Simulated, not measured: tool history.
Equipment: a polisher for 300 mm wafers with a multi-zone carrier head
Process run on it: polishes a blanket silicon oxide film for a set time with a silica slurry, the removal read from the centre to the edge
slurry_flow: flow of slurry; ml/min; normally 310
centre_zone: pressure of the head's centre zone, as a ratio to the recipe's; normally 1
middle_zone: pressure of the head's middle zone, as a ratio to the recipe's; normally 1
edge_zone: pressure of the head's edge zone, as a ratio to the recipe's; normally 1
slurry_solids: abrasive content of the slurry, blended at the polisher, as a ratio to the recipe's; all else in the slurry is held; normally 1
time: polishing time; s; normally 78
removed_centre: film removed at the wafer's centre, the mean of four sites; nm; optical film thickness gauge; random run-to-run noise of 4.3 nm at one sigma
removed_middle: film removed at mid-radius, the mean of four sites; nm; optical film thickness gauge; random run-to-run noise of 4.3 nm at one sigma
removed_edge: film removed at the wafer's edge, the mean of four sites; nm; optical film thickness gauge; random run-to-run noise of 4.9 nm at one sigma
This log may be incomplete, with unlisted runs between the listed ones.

run,hour,slurry_flow,centre_zone,middle_zone,edge_zone,slurry_solids,time,"incoming thickness of the incoming film, nm",removed_centre,removed_middle,removed_edge
1,0,405,1,1,1,1,78,1804.9,367.6,362.7,352.5
2,36.1,310,0.96,1,1.07,1,78,1844.8,342.8,355.7,360.8
# hour 69.2: centre zone pressure recalibrated
3,76.6,310,0.9,1,1,1,78,1818.9,316.6,344,358.1
4,147,310,1,1,1,1,78,1801.4,355.1,351.5,351.8
5,202.6,310,1,1,1,1,78,1834,348.9,352.8,340.3
6,261,310,1,1,1.04,1,78,1823.4,358.9,355.8,351.6
# hour 265.1: slurry nozzle cleaned
# hour 312: carrier head's membrane replaced by a new one
7,323.7,310,1.1,0.91,0.89,1.15,78,1851,428.5,358.8,362.2
8,352.7,310,1.1,1,1,1,78,1832.8,385.8,357,351.1
9,398.7,310,1.06,1.04,1,1,78,1804.9,381.1,359.2,349.1
# hour 429.4: worn pad replaced by a new one
10,440.8,310,1.05,1,1,1,78,1832.5,372.5,354.4,345.8
11,472.4,360,1.08,0.91,1,1,87,1809,428.8,373.3,389.5
12,515.1,310,1,1,1,1,78,1858.1,355.3,356.6,354.5
13,547.3,310,1,1,1,1,78,1808.9,351.3,349,353.2
14,602.8,310,1,1,1,1,85,1866.9,380.1,388.1,376
15,666.5,270,1,0.95,1,0.85,68,1807.4,272.6,260,274.1
16,708.3,410,1,1,1,1,78,1810.6,360.4,364.2,360.6
17,766.4,415,1,1.09,1.05,1,64,1866.7,299.8,316.3,299.6
# hour 776.2: edge zone pressure recalibrated
18,799.1,310,1,1,1,1,103,1836.5,462.9,460.8,456.3
# hour 811.7: worn pad replaced by a new one
19,826.3,365,1,1.05,1,1,99,1806.1,453.6,472.8,448.1
20,857.6,310,1,1,0.95,1.25,78,1828.9,398.2,396.9,383.8

Predict each of these 5 candidate next runs independently; none follows another, all start after run 20:
A,858,310,1,1,1,1,89,1836.9,?,?,?
B,858,310,0.93,1.05,1,1,78,1836.9,?,?,?
C,858,310,1,1,0.94,1,86,1836.9,?,?,?
D,858,310,1,1,0.93,1.15,78,1836.9,?,?,?
E,858,210,1,1,1,1,78,1836.9,?,?,?

run,removed_centre,removed_middle,removed_edge
A,400.1,399.1,396.7
B,326,364.7,347.4
C,386.6,385.7,372.2
D,381.3,380.3,365.2
E,340.1,340.3,340.5
Stripped of hidden state, with their random variation kept, the same runs would have yielded:
run,removed_centre,removed_middle,removed_edge
A,400.1,399.1,396.7
B,326,364.7,347.4
C,386.6,385.7,372.2
D,381.3,380.3,365.2
E,340.1,340.3,340.5
